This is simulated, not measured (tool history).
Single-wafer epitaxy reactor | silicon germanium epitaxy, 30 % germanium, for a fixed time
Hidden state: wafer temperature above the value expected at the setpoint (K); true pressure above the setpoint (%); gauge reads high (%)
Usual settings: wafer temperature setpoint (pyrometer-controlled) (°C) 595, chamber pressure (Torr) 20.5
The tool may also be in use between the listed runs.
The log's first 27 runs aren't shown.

| run | hour | wafer temperature setpoint (pyrometer-controlled) (°C) | chamber pressure (Torr) | wafers since the last listed run | hours since the last pyrometer calibration | hours since the last manometer calibration | hours since the showerhead was replaced | hours since the gauge calibration | read-back reference wafer on the same gauge, thickness_nm | mean film thickness on the monitor wafer (angstrom) |
|---|---|---|---|---|---|---|---|---|---|---|
| 28 | 2041.9 | 595 | 20.5 | 540 | 199.5 | 1107.7 | 1483.3 | 1519.4 | 52.315 | 520.56 |
| 29 | 2128.2 | 591 | 20.5 | 918 | 285.8 | 1194.0 | 1569.6 | 1605.7 | 52.321 | 487.18 |
| 30 | 2217.4 | 586 | 20.5 | 949 | 375.0 | 1283.2 | 1658.8 | 1694.9 | 52.317 | 448.55 |
| 31 | 2270.6 | 586 | 23.3 | 566 | 428.2 | 1336.4 | 1712.0 | 1748.1 | 52.319 | 471.83 |
| 32 | 2331.6 | 584 | 16.9 | 649 | 489.2 | 1397.4 | 1773.0 | 1809.1 | 52.337 | 404.27 |
| 33 | 2384.1 | 587 | 15.6 | 558 | 541.7 | 1449.9 | 1825.5 | 1861.6 | 52.348 | 411.59 |
| 34 | 2438.5 | 595 | 20.5 | 579 | 596.1 | 1504.3 | 1879.9 | 1916.0 | 52.352 | 522.15 |
| 35 | 2536.7 | 595 | 25.5 | 1045 | 694.3 | 1602.5 | 1978.1 | 2014.2 | 52.383 | 565.65 |

4 ways to go on from here, each from the tool as it stands after run 35. What would each give?
| A | 2537.1 | 595 | 20.5 | 4 | 694.7 | 1602.9 | 1978.5 | 2014.6 | ? | ? |
| B | 2537.1 | 607 | 20.5 | 4 | 694.7 | 1602.9 | 1978.5 | 2014.6 | ? | ? |
| C | 2537.1 | 607 | 16.4 | 4 | 694.7 | 1602.9 | 1978.5 | 2014.6 | ? | ? |
| D | 2537.1 | 599 | 24.6 | 4 | 694.7 | 1602.9 | 1978.5 | 2014.6 | ? | ? |

| run | read-back reference wafer on the same gauge, thickness_nm | mean film thickness on the monitor wafer (angstrom) |
|---|---|---|
| A | 52.361 | 519.07 |
| B | 52.361 | 629.42 |
| C | 52.361 | 579.03 |
| D | 52.361 | 593.37 |
Without the tool's hidden state the same runs would have given:
| run | mean film thickness on the monitor wafer (angstrom) |
|---|---|
| A | 515.52 |
| B | 625.12 |
| C | 575.07 |
| D | 589.32 |

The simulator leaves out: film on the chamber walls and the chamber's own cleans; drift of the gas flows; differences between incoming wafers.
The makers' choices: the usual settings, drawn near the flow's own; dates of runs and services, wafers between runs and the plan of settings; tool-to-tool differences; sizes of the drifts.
